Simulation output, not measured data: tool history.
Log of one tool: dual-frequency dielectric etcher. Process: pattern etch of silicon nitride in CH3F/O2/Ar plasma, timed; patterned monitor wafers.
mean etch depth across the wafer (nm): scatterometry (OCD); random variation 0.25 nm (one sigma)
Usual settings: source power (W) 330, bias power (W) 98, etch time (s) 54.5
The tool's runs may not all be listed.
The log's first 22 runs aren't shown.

| run | day | source power (W) | bias power (W) | etch time (s) | wafers since the last listed run | hours since the last wet clean | hours since the last source power generator calibration | hours since the last bias power generator calibration | hours since the last upper electrode change | hours since the gauge calibration | read-back reference wafer on the same gauge, depth_nm | mean etch depth across the wafer (nm) |
|---|---|---|---|---|---|---|---|---|---|---|---|---|
| 23 | 13.188 | 330 | 85 | 54.5 | 250 | 79.7 | 61.4 | 294 | 206.8 | 145.6 | 33.07 | 38.28 |
| 24 | 13.525 | 300 | 89 | 42 | 129 | 87.8 | 69.5 | 302.1 | 214.9 | 153.7 | 33.08 | 29 |
| 25 | 13.858 | 330 | 121 | 59.5 | 127 | 95.8 | 77.5 | 310.1 | 222.9 | 161.7 | 33.09 | 47.69 |
| 26 | 14.129 | 350 | 98 | 50.5 | 103 | 102.3 | 84 | 316.6 | 229.4 | 168.2 | 33.06 | 38.81 |
| 27 | 14.767 | 330 | 104 | 54.5 | 243 | 117.6 | 99.3 | 331.9 | 244.7 | 183.5 | 33.11 | 41.84 |
| 28 | 16.458 | 330 | 79 | 44 | 646 | 158.2 | 139.9 | 372.5 | 285.3 | 224.1 | 33.08 | 30.95 |
| 29 | 17.179 | 280 | 77 | 54.5 | 275 | 175.5 | 157.2 | 389.8 | 302.6 | 241.4 | 33.16 | 34.46 |
| 30 | 17.496 | 330 | 98 | 39.5 | 121 | 183.1 | 164.8 | 397.4 | 310.2 | 249 | 33.12 | 30.19 |
| 31 | 18.188 | 330 | 98 | 66.5 | 264 | 199.7 | 181.4 | 414 | 326.8 | 265.6 | 33.19 | 50.57 |

3 ways to go on from here, each from the tool as it stands after run 31. What would each give?
| A | 18.204 | 330 | 98 | 54.5 | 6 | 200.1 | 181.8 | 414.4 | 327.2 | 266 | ? | ? |
| B | 18.204 | 360 | 98 | 48 | 6 | 200.1 | 181.8 | 414.4 | 327.2 | 266 | ? | ? |
| C | 18.204 | 330 | 98 | 65 | 6 | 200.1 | 181.8 | 414.4 | 327.2 | 266 | ? | ? |

| run | read-back reference wafer on the same gauge, depth_nm | mean etch depth across the wafer (nm) |
|---|---|---|
| A | 33.1 | 41.86 |
| B | 33.1 | 38.69 |
| C | 33.1 | 49.93 |
Without the tool's hidden state the same runs would have given:
| run | mean etch depth across the wafer (nm) |
|---|---|
| A | 40.66 |
| B | 37.57 |
| C | 48.49 |

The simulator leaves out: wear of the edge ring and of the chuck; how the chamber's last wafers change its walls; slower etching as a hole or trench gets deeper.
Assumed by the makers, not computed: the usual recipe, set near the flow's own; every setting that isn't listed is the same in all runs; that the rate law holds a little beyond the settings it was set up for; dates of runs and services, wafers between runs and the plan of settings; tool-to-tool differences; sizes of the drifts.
